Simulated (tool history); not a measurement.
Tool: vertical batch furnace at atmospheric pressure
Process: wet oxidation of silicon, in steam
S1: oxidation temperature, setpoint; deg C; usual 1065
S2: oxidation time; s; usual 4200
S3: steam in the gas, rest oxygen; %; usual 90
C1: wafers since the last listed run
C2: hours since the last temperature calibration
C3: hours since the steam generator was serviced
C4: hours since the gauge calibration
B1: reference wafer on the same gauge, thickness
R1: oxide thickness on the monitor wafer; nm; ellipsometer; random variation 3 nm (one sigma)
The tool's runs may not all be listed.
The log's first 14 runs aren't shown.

run 15 hour=356.8 | S1=1065 S2=4200 S3=93 | C1=244 C2=2079.6 C3=1610.7 C4=727.0 | B1=613.09 | R1=623.26
run 16 hour=375.8 | S1=1065 S2=4200 S3=90 | C1=181 C2=2098.6 C3=1629.7 C4=746.0 | B1=613.16 | R1=608.99
run 17 hour=395.1 | S1=1065 S2=4200 S3=90 | C1=184 C2=2117.9 C3=1649.0 C4=765.3 | B1=612.70 | R1=603.64
run 18 hour=426.6 | S1=1065 S2=4200 S3=90 | C1=301 C2=2149.4 C3=1680.5 C4=796.8 | B1=612.52 | R1=607.73
-- hour=452.1 gauge calibrated
run 19 hour=458.5 | S1=1057 S2=4200 S3=90 | C1=305 C2=2181.3 C3=1712.4 C4=6.4 | B1=613.19 | R1=585.71
run 20 hour=487.9 | S1=1065 S2=2940 S3=90 | C1=281 C2=2210.7 C3=1741.8 C4=35.8 | B1=613.27 | R1=488.59
run 21 hour=501.3 | S1=1081 S2=4200 S3=97 | C1=128 C2=2224.1 C3=1755.2 C4=49.2 | B1=613.16 | R1=679.72
run 22 hour=536.2 | S1=1065 S2=2940 S3=79 | C1=334 C2=2259.0 C3=1790.1 C4=84.1 | B1=613.13 | R1=455.73
run 23 hour=549.7 | S1=1065 S2=4200 S3=97 | C1=129 C2=2272.5 C3=1803.6 C4=97.6 | B1=612.86 | R1=637.43
-- hour=575.6 thermocouples replaced and temperature profile calibrated
run 24 hour=576.1 | S1=1065 S2=3090 S3=90 | C1=22 C2=0.5 C3=1830.0 C4=124.0 | B1=613.14 | R1=506.40
run 25 hour=583.7 | S1=1065 S2=4200 S3=82 | C1=72 C2=8.1 C3=1837.6 C4=131.6 | B1=613.17 | R1=572.74
run 26 hour=603.1 | S1=1076 S2=4200 S3=97 | C1=185 C2=27.5 C3=1857.0 C4=151.0 | B1=612.84 | R1=666.03
run 27 hour=629.7 | S1=1081 S2=4200 S3=97 | C1=254 C2=54.1 C3=1883.6 C4=177.6 | B1=612.64 | R1=679.46
-- hour=660.3 steam generator serviced
run 28 hour=696.2 | S1=1081 S2=4200 S3=97 | C1=406 C2=120.6 C3=35.9 C4=244.1 | B1=612.81 | R1=719.46
run 29 hour=714.9 | S1=1065 S2=6030 S3=82 | C1=178 C2=139.3 C3=54.6 C4=262.8 | B1=612.61 | R1=746.37
run 30 hour=747.0 | S1=1058 S2=4200 S3=90 | C1=307 C2=171.4 C3=86.7 C4=294.9 | B1=613.29 | R1=613.45
run 31 hour=764.5 | S1=1065 S2=4200 S3=90 | C1=167 C2=188.9 C3=104.2 C4=312.4 | B1=612.84 | R1=639.99
run 32 hour=793.6 | S1=1065 S2=4200 S3=90 | C1=278 C2=218.0 C3=133.3 C4=341.5 | B1=613.25 | R1=638.10
run 33 hour=815.0 | S1=1065 S2=4200 S3=90 | C1=204 C2=239.4 C3=154.7 C4=362.9 | B1=613.21 | R1=634.98
run 34 hour=849.3 | S1=1065 S2=4200 S3=90 | C1=328 C2=273.7 C3=189.0 C4=397.2 | B1=612.92 | R1=634.98
run 35 hour=875.4 | S1=1065 S2=5670 S3=82 | C1=249 C2=299.8 C3=215.1 C4=423.3 | B1=612.99 | R1=721.91
run 36 hour=899.8 | S1=1065 S2=4200 S3=90 | C1=233 C2=324.2 C3=239.5 C4=447.7 | B1=612.60 | R1=640.68

Forecast each of these 3 alternatives for the next run:
run A hour=904.2 | S1=1065 S2=4200 S3=90 | C1=42 C2=328.6 C3=243.9 C4=452.1 | B1=? | R1=?
run B hour=904.2 | S1=1075 S2=3450 S3=78 | C1=42 C2=328.6 C3=243.9 C4=452.1 | B1=? | R1=?
run C hour=904.2 | S1=1053 S2=4200 S3=83 | C1=42 C2=328.6 C3=243.9 C4=452.1 | B1=? | R1=?

run=A B1=612.72 R1=640.77
run=B B1=612.72 R1=550.52
run=C B1=612.72 R1=576.06
Without the tool's hidden state the same runs would have given:
run=A R1=645.78
run=B R1=554.85
run=C R1=580.69
